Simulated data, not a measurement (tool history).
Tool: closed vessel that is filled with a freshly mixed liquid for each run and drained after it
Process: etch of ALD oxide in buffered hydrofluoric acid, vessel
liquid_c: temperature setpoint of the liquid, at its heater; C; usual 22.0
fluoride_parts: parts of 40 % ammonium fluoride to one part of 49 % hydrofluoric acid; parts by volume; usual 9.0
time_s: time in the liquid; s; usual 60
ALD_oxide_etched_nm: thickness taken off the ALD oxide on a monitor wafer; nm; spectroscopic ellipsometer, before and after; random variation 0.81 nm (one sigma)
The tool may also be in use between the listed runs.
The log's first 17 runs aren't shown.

run,hour,liquid_c,fluoride_parts,time_s,"read-back film thickness of the ALD oxide reference wafer, read on the same gauge (nm)",ALD_oxide_etched_nm
18,421.9,22.0,9.0,60,150.00,112.81
19,454.6,24.0,7.0,30,150.00,83.73
# hour 469.9: gauge calibrated
20,488.9,19.5,6.0,60,150.01,149.78
21,522.2,20.0,9.0,85,150.02,144.82
# hour 600.9: hydrofluoric acid flow meter replaced
22,620.9,22.0,10.5,60,150.02,103.48
23,640.0,22.0,9.0,60,149.99,115.53
24,658.0,25.5,9.0,95,149.99,219.30
25,689.1,22.0,9.0,60,150.00,115.45
26,715.2,26.5,7.0,60,150.00,193.40
27,742.4,17.5,6.0,30,150.00,67.91
28,765.8,23.5,6.0,95,150.02,297.30
29,784.1,22.0,9.0,60,150.01,116.51
30,819.4,18.5,9.0,60,150.01,96.53
31,849.6,17.0,8.0,75,150.00,125.72
32,862.6,19.5,9.0,90,149.98,150.58
33,895.4,22.0,10.5,40,150.01,69.92

Forecast each of these 5 alternatives for the next run:
A,896.1,20.5,9.0,60,?,?
B,896.1,24.0,7.0,45,?,?
C,896.1,23.5,9.0,90,?,?
D,896.1,25.5,5.5,35,?,?
E,896.1,26.0,9.0,60,?,?

run,"read-back film thickness of the ALD oxide reference wafer, read on the same gauge (nm)",ALD_oxide_etched_nm
A,150.02,106.84
B,150.02,127.45
C,150.02,189.01
D,150.02,132.22
E,150.02,144.21
Without the tool's hidden state the same runs would have given:
run,ALD_oxide_etched_nm
A,102.99
B,122.97
C,182.32
D,127.62
E,139.20
